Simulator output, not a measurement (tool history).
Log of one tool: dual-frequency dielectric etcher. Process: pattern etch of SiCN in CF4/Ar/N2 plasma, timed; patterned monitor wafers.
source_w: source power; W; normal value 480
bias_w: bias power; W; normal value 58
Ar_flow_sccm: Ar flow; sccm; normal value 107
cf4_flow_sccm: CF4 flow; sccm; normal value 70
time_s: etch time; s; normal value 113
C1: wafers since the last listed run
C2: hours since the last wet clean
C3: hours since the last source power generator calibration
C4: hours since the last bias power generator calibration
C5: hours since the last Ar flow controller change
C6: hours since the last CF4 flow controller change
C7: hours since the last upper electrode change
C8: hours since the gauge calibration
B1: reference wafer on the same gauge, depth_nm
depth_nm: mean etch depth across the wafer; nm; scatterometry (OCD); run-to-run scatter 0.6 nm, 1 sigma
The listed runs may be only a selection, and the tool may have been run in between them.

Run 1, hour 0: usual settings but Ar_flow_sccm 96 sccm; C1 0; C2 466.8; C3 843.8; C4 1543.8; C5 923.6; C6 2874.6; C7 4930.9; C8 275.7; B1 96.4. Result: depth_nm 96.8 nm.
At hour 98.5: upper electrode replaced.
Run 2, hour 99: usual settings but Ar_flow_sccm 96 sccm; C1 412; C2 565.8; C3 942.8; C4 1642.8; C5 1022.6; C6 2973.6; C7 0.5; C8 374.7; B1 96.6. Result: depth_nm 96.7 nm.
At hour 145.5: wet clean of the chamber.
Run 3, hour 195.1: usual settings but Ar_flow_sccm 96 sccm; C1 396; C2 49.6; C3 1038.9; C4 1738.9; C5 1118.7; C6 3069.7; C7 96.6; C8 470.8; B1 96.3. Result: depth_nm 96.7 nm.
Run 4, hour 234.9: usual settings; C1 218; C2 89.4; C3 1078.7; C4 1778.7; C5 1158.5; C6 3109.5; C7 136.4; C8 510.6; B1 96.1. Result: depth_nm 94.9 nm.
Run 5, hour 301.3: usual settings; C1 364; C2 155.8; C3 1145.1; C4 1845.1; C5 1224.9; C6 3175.9; C7 202.8; C8 577; B1 96.4. Result: depth_nm 94.2 nm.
Run 6, hour 346.5: usual settings; C1 248; C2 201; C3 1190.3; C4 1890.3; C5 1270.1; C6 3221.1; C7 248; C8 622.2; B1 96. Result: depth_nm 93.7 nm.
Run 7, hour 445.1: usual settings but bias_w 65 W; C1 541; C2 299.6; C3 1288.9; C4 1988.9; C5 1368.7; C6 3319.7; C7 346.6; C8 720.8; B1 96.2. Result: depth_nm 98.1 nm.
Run 8, hour 529.2: usual settings but bias_w 65 W; C1 462; C2 383.7; C3 1373; C4 2073; C5 1452.8; C6 3403.8; C7 430.7; C8 804.9; B1 96.3. Result: depth_nm 98.5 nm.
Run 9, hour 621.3: usual settings but bias_w 47 W, Ar_flow_sccm 122 sccm; C1 505; C2 475.8; C3 1465.1; C4 2165.1; C5 1544.9; C6 3495.9; C7 522.8; C8 897; B1 96.2. Result: depth_nm 86 nm.
At hour 701.3: wet clean of the chamber.
At hour 706.9: CF4 flow controller replaced.
Run 10, hour 709.8: usual settings but Ar_flow_sccm 89 sccm, cf4_flow_sccm 65 sccm; C1 323; C2 8.5; C3 1553.6; C4 2253.6; C5 1633.4; C6 2.9; C7 611.3; C8 985.5; B1 96.5. Result: depth_nm 98.3 nm.
Run 11, hour 756.5: usual settings but bias_w 67 W, Ar_flow_sccm 131 sccm, cf4_flow_sccm 63 sccm, time_s 98.5 s; C1 256; C2 55.2; C3 1600.3; C4 2300.3; C5 1680.1; C6 49.6; C7 658; C8 1032.2; B1 96.6. Result: depth_nm 81.2 nm.
Run 12, hour 808.7: usual settings but source_w 390 W; C1 286; C2 107.4; C3 1652.5; C4 2352.5; C5 1732.3; C6 101.8; C7 710.2; C8 1084.4; B1 96.3. Result: depth_nm 76.5 nm.
At hour 823.4: Ar flow controller replaced.
Run 13, hour 912: usual settings but source_w 380 W, bias_w 44 W, time_s 81.5 s; C1 534; C2 210.7; C3 1755.8; C4 2455.8; C5 88.6; C6 205.1; C7 813.5; C8 1187.7; B1 96.2. Result: depth_nm 49.6 nm.
At hour 956.8: bias power generator calibrated.
Run 14, hour 970.5: usual settings but bias_w 71 W; C1 299; C2 269.2; C3 1814.3; C4 13.7; C5 147.1; C6 263.6; C7 872; C8 1246.2; B1 96. Result: depth_nm 102.3 nm.
At hour 1025.7: source power generator calibrated.
Run 15, hour 1047.8: usual settings but bias_w 67 W, Ar_flow_sccm 131 sccm, cf4_flow_sccm 63 sccm, time_s 98.5 s; C1 402; C2 346.5; C3 22.1; C4 91; C5 224.4; C6 340.9; C7 949.3; C8 1323.5; B1 96.4. Result: depth_nm 77.7 nm.
At hour 1056.4: gauge calibrated.
Run 16, hour 1117.6: usual settings but time_s 96.5 s; C1 383; C2 416.3; C3 91.9; C4 160.8; C5 294.2; C6 410.7; C7 1019.1; C8 61.2; B1 96.5. Result: depth_nm 79 nm.
Run 17, hour 1206.8: usual settings; C1 490; C2 505.5; C3 181.1; C4 250; C5 383.4; C6 499.9; C7 1108.3; C8 150.4; B1 96.3. Result: depth_nm 93 nm.
Run 18, hour 1276.6: usual settings but bias_w 64 W, cf4_flow_sccm 87 sccm; C1 383; C2 575.3; C3 250.9; C4 319.8; C5 453.2; C6 569.7; C7 1178.1; C8 220.2; B1 96.6. Result: depth_nm 100 nm.
Run 19, hour 1325.2: usual settings; C1 266; C2 623.9; C3 299.5; C4 368.4; C5 501.8; C6 618.3; C7 1226.7; C8 268.8; B1 96.2. Result: depth_nm 91.2 nm.
At hour 1390.3: wet clean of the chamber.
Run 20, hour 1399.1: usual settings; C1 274; C2 8.8; C3 373.4; C4 442.3; C5 575.7; C6 692.2; C7 1300.6; C8 342.7; B1 96.4. Result: depth_nm 91.9 nm.
Run 21, hour 1441.7: usual settings but cf4_flow_sccm 53 sccm; C1 234; C2 51.4; C3 416; C4 484.9; C5 618.3; C6 734.8; C7 1343.2; C8 385.3; B1 96.3. Result: depth_nm 86.1 nm.
Run 22, hour 1546.3: usual settings but bias_w 67 W, cf4_flow_sccm 84 sccm; C1 574; C2 156; C3 520.6; C4 589.5; C5 722.9; C6 839.4; C7 1447.8; C8 489.9; B1 96.3. Result: depth_nm 102.1 nm.

How the hidden state differs across the entries between the runs, from the last listed run before each to the first after it:
Run 1 -> run 2: upper electrode replaced (hour 98.5)
  source power that arrives over what is set, %: 0.84 -> 1.07
  the result without the hidden state subtracted from the measured one, depth_nm: +0.8 -> +1.1 nm
Run 2 -> run 3: wet clean of the chamber (hour 145.5)
  source power that arrives over what is set, %: 1.07 -> 1.32
  the result without the hidden state subtracted from the measured one, depth_nm: +1.1 -> +1.3 nm
Run 9 -> run 10: wet clean of the chamber (hour 701.3); CF4 flow controller replaced (hour 706.9)
  source power that arrives over what is set, %: 2.71 -> 3.06
  the result without the hidden state subtracted from the measured one, depth_nm: +2.4 -> +3.1 nm
Run 12 -> run 13: Ar flow controller replaced (hour 823.4)
  source power that arrives over what is set, %: 3.48 -> 3.94
  the result without the hidden state subtracted from the measured one, depth_nm: +2.7 -> +2 nm
Run 13 -> run 14: bias power generator calibrated (hour 956.8)
  source power that arrives over what is set, %: 3.94 -> 4.21
  the result without the hidden state subtracted from the measured one, depth_nm: +2 -> +4.4 nm
Run 14 -> run 15: source power generator calibrated (hour 1025.7)
  source power that arrives over what is set, %: 4.21 -> 0.00545
  the result without the hidden state subtracted from the measured one, depth_nm: +4.4 -> +0 nm
Run 15 -> run 16: gauge calibrated (hour 1056.4)
  source power that arrives over what is set, %: 0.00545 -> 0.0158
  the result without the hidden state subtracted from the measured one, depth_nm: +0 -> +0 nm
Run 19 -> run 20: wet clean of the chamber (hour 1390.3)
  source power that arrives over what is set, %: 0.122 -> 0.187
  the result without the hidden state subtracted from the measured one, depth_nm: +0.1 -> +0.2 nm
